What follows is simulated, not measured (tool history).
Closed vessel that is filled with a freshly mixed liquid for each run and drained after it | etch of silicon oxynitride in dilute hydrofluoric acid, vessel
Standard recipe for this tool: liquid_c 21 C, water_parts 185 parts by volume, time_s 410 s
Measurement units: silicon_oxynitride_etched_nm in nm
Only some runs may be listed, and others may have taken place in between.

| run | hour | liquid_c | water_parts | time_s | read-back film thickness of the silicon oxynitride reference wafer, read on the same gauge (nm) | silicon_oxynitride_etched_nm |
|---|---|---|---|---|---|---|
| 1 | 0 | 21 | 185 | 410 | 29.99 | 5.02 |
| 2 | 66.2 | 21 | 185 | 410 | 30.03 | 5.07 |
| 3 | 99.3 | 21 | 125 | 410 | 30 | 7.86 |
| 4 | 132.8 | 21 | 125 | 410 | 29.99 | 7.81 |
| 5 | 182.7 | 21 | 125 | 410 | 30.02 | 7.82 |
| 6 | 232.7 | 21 | 185 | 410 | 30.01 | 5.1 |
| 7 | 300.9 | 21 | 185 | 410 | 30.01 | 5.06 |
|  | 308.4 | hydrofluoric acid flow meter replaced |
| 8 | 335.2 | 21 | 185 | 410 | 29.99 | 5.08 |
| 9 | 379.1 | 21 | 185 | 410 | 30.01 | 5.09 |
| 10 | 407.4 | 21 | 185 | 410 | 29.97 | 5.12 |
|  | 409.1 | gauge calibrated |
| 11 | 468.9 | 21 | 185 | 410 | 30 | 5.19 |
| 12 | 493.7 | 22.5 | 160 | 605 | 30 | 9.51 |
| 13 | 544.8 | 17.5 | 245 | 645 | 29.96 | 5.06 |
| 14 | 616.5 | 21 | 185 | 410 | 29.98 | 5.16 |
|  | 645.1 | thermometer replaced |
| 15 | 684.5 | 26 | 185 | 410 | 30 | 6.05 |
| 16 | 726.8 | 21 | 185 | 410 | 30.02 | 4.76 |
| 17 | 776.9 | 18 | 250 | 545 | 30 | 4.02 |
| 18 | 817 | 17 | 120 | 560 | 30.02 | 8.97 |
| 19 | 849.6 | 19 | 235 | 205 | 30.01 | 1.71 |
| 20 | 887.3 | 21 | 185 | 410 | 30.03 | 4.94 |
| 21 | 927.2 | 21 | 185 | 410 | 30.01 | 4.83 |
| 22 | 951.8 | 21 | 185 | 410 | 30 | 4.82 |
| 23 | 982.7 | 21 | 185 | 340 | 29.98 | 4.11 |
| 24 | 1031.4 | 21 | 185 | 410 | 29.99 | 4.95 |
| 25 | 1097.6 | 18.5 | 235 | 410 | 29.99 | 3.38 |
| 26 | 1128.4 | 21 | 185 | 410 | 30 | 4.96 |
| 27 | 1166.4 | 17.5 | 270 | 620 | 30.01 | 4.08 |
| 28 | 1217 | 22.5 | 240 | 410 | 30.03 | 4.01 |
| 29 | 1263.6 | 21 | 185 | 510 | 30.01 | 6.17 |
| 30 | 1299.1 | 21 | 210 | 410 | 30.02 | 4.29 |
| 31 | 1335 | 19.5 | 100 | 615 | 30.02 | 13.67 |
| 32 | 1402.5 | 21 | 245 | 630 | 29.99 | 5.59 |
| 33 | 1453.4 | 25.5 | 145 | 195 | 30.03 | 3.85 |

4 options for the next run, each taken on its own from the tool as it stands now. Forecast them:
| A | 1454.2 | 21 | 245 | 410 | ? | ? |
| B | 1454.2 | 19 | 260 | 240 | ? | ? |
| C | 1454.2 | 18.5 | 130 | 295 | ? | ? |
| D | 1454.2 | 17.5 | 185 | 410 | ? | ? |

| run | read-back film thickness of the silicon oxynitride reference wafer, read on the same gauge (nm) | silicon_oxynitride_etched_nm |
|---|---|---|
| A | 30.04 | 3.68 |
| B | 30.04 | 1.84 |
| C | 30.04 | 4.8 |
| D | 30.04 | 4.31 |
Without the tool's hidden state the same runs would have given:
| run | silicon_oxynitride_etched_nm |
|---|---|
| A | 3.49 |
| B | 1.74 |
| C | 4.55 |
| D | 4.08 |
